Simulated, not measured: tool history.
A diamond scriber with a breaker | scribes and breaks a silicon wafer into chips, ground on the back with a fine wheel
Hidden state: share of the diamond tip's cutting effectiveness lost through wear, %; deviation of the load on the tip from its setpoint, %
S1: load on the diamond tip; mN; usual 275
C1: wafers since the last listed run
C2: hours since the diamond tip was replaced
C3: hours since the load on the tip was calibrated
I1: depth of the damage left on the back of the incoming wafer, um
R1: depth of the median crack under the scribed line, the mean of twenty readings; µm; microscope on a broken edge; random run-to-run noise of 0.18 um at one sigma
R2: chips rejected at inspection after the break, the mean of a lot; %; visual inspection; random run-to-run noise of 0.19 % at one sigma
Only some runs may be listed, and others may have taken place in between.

run,hour,S1,C1,C2,C3,I1,R1,R2
1,0.0,275,0,796.9,204.4,2.36,9.81,3.53
2,6.9,275,21,803.8,211.3,2.66,9.61,4.05
3,15.0,275,25,811.9,219.4,2.34,9.84,3.97
4,25.7,316,33,822.6,230.1,2.83,10.78,6.80
5,32.5,316,21,829.4,236.9,2.74,11.05,6.15
6,38.8,316,19,835.7,243.2,2.39,11.04,7.01
7,55.8,328,52,852.7,260.2,2.25,11.40,6.82
8,63.4,328,23,860.3,267.8,1.86,11.26,7.39
9,74.7,275,35,871.6,279.1,1.75,10.04,2.97
10,81.9,275,22,878.8,286.3,2.28,9.92,4.12
11,98.4,275,51,895.3,302.8,2.40,9.84,4.40
12,109.1,275,33,906.0,313.5,2.47,10.13,4.13
13,117.7,275,26,914.6,322.1,1.95,10.26,3.80
14,129.9,275,38,926.8,334.3,2.84,10.05,4.93
# hour 154.1: diamond tip replaced by a new one
15,158.4,275,82,4.3,362.8,2.26,10.48,3.97
16,165.8,275,23,11.7,370.2,1.72,10.37,3.53
17,176.7,225,33,22.6,381.1,1.75,8.56,3.34
18,189.2,275,38,35.1,393.6,2.32,10.21,4.05
# hour 196.0: load on the tip recalibrated
19,206.3,352,47,52.2,10.3,2.56,11.63,7.74
20,216.9,196,33,62.8,20.9,1.51,7.09,10.67
21,234.7,324,55,80.6,38.7,2.32,10.68,5.81
22,250.1,275,47,96.0,54.1,1.51,9.72,2.18
23,267.0,249,52,112.9,71.0,1.97,8.54,3.27
24,280.0,327,40,125.9,84.0,2.21,11.18,5.81
25,288.6,330,26,134.5,92.6,2.90,11.07,7.34
26,303.8,231,47,149.7,107.8,2.79,8.19,5.86
27,314.3,333,32,160.2,118.3,2.86,11.44,7.76
28,327.2,275,40,173.1,131.2,2.54,9.88,4.18
29,340.8,347,42,186.7,144.8,1.64,11.71,8.80
30,348.5,275,23,194.4,152.5,2.75,10.01,4.51
31,365.0,299,51,210.9,169.0,1.77,11.12,4.08
32,380.2,344,47,226.1,184.2,2.58,11.96,8.88
33,395.1,306,46,241.0,199.1,2.95,11.14,5.81
34,406.0,318,33,251.9,210.0,2.85,11.27,8.21
35,413.2,302,22,259.1,217.2,2.26,10.97,5.54
36,430.8,217,54,276.7,234.8,2.25,8.28,5.81
37,445.7,275,46,291.6,249.7,2.65,9.93,4.44

Some steps in R1, run to run, broken into two amounts with sign: the step expected even without the hidden condition (settings, incoming material, random variation), and the rest, left for the hidden condition together with whatever gauge scatter is not in both the measured and the hidden-condition-free result:
Run 17 -> 18: S1 225 -> 275. R1 +1.65 µm: hidden state +0.18, all else +1.47.
Run 18 -> 19: S1 275 -> 352, load on the tip recalibrated. R1 +1.42 µm: hidden state -0.72, all else +2.14.
Run 19 -> 20: S1 352 -> 196. R1 -4.54 µm: hidden state -0.08, all else -4.46.
Run 20 -> 21: S1 196 -> 324. R1 +3.59 µm: hidden state +0.14, all else +3.45.
Run 26 -> 27: S1 231 -> 333. R1 +3.25 µm: hidden state +0.18, all else +3.07.
